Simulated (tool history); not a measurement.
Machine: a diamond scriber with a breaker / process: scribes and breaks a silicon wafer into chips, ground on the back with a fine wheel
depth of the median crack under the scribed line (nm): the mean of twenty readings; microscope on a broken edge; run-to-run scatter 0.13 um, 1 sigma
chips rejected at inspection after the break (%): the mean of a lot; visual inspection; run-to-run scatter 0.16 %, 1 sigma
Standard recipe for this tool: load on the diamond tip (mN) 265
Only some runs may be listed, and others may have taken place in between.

run,hour,load on the diamond tip (mN),"incoming depth of the damage left on the back of the incoming wafer, um",depth of the median crack under the scribed line (nm),chips rejected at inspection after the break (%)
1,0.0,328,2.75,13830,3.55
2,29.6,328,1.58,13650,3.06
3,51.7,265,2.46,11490,2.96
4,81.0,265,2.64,11500,3.04
5,134.7,265,2.42,11680,2.62
6,155.9,302,1.70,13040,2.01
7,173.3,302,1.65,12780,1.63
8,203.6,237,1.93,10610,4.35
9,220.8,237,2.94,10510,4.76
10,254.0,237,2.94,10360,6.24
11,270.9,286,2.29,12450,2.17
12,306.4,286,1.83,12530,1.79
13,338.6,286,2.19,12420,2.03
14,374.5,304,2.12,12820,2.12
15,391.0,304,1.60,12740,1.80
16,494.8,304,2.43,12760,2.57
17,526.4,265,2.53,11420,2.53
18,540.2,265,2.16,11590,2.61
19,576.1,265,1.70,11460,2.12
20,603.0,315,2.48,13330,2.69
# hour 610.4: diamond tip replaced by a new one
21,615.2,265,2.99,11730,3.34
22,632.5,265,2.34,11440,2.71
23,656.6,319,2.19,13400,2.68
24,673.7,243,1.57,10490,3.20
25,693.7,265,2.05,11300,2.37
26,784.5,189,1.76,8580,14.15
27,803.9,336,1.83,13740,3.09
# hour 810.6: load on the tip recalibrated
28,827.3,327,2.37,14720,4.55
29,843.7,293,2.34,13180,2.32
30,876.6,188,2.35,9060,11.09
31,891.2,328,2.62,14160,4.48
32,925.3,244,1.72,11370,2.11
33,942.8,231,2.87,10800,4.03
34,974.7,305,1.90,13570,2.96
35,996.7,345,2.40,14770,5.29
36,1009.7,265,2.82,11970,2.36
37,1024.3,265,1.94,12170,1.90
38,1046.1,302,2.12,13360,2.59
39,1077.5,313,1.85,13810,3.21
40,1096.2,236,1.54,10880,2.82
41,1117.8,233,1.69,10690,2.80

How would selected steps in depth of the median crack under the scribed line (nm) from run to run divide? Give the signed amount a tool lacking its hidden state would still show from settings, what came in and random variation, and the signed amount left for the hidden state, including any gauge scatter that is not in both of the compared results.
The tool's hidden condition here consists of: share of the diamond tip's cutting effectiveness lost through wear, %; deviation of the load on the tip from its setpoint, %.
Run 23 -> 24: load on the diamond tip (mN) 319 -> 243. depth of the median crack under the scribed line (nm) -2910: hidden state +190, all else -3100.
Run 26 -> 27: load on the diamond tip (mN) 189 -> 336. depth of the median crack under the scribed line (nm) +5160: hidden state -360, all else +5520.
Run 27 -> 28: load on the diamond tip (mN) 336 -> 327, load on the tip recalibrated. depth of the median crack under the scribed line (nm) +980: hidden state +990, all else -10.
Run 29 -> 30: load on the diamond tip (mN) 293 -> 188. depth of the median crack under the scribed line (nm) -4120: hidden state -30, all else -4090.
Run 30 -> 31: load on the diamond tip (mN) 188 -> 328. depth of the median crack under the scribed line (nm) +5100: hidden state -40, all else +5140.

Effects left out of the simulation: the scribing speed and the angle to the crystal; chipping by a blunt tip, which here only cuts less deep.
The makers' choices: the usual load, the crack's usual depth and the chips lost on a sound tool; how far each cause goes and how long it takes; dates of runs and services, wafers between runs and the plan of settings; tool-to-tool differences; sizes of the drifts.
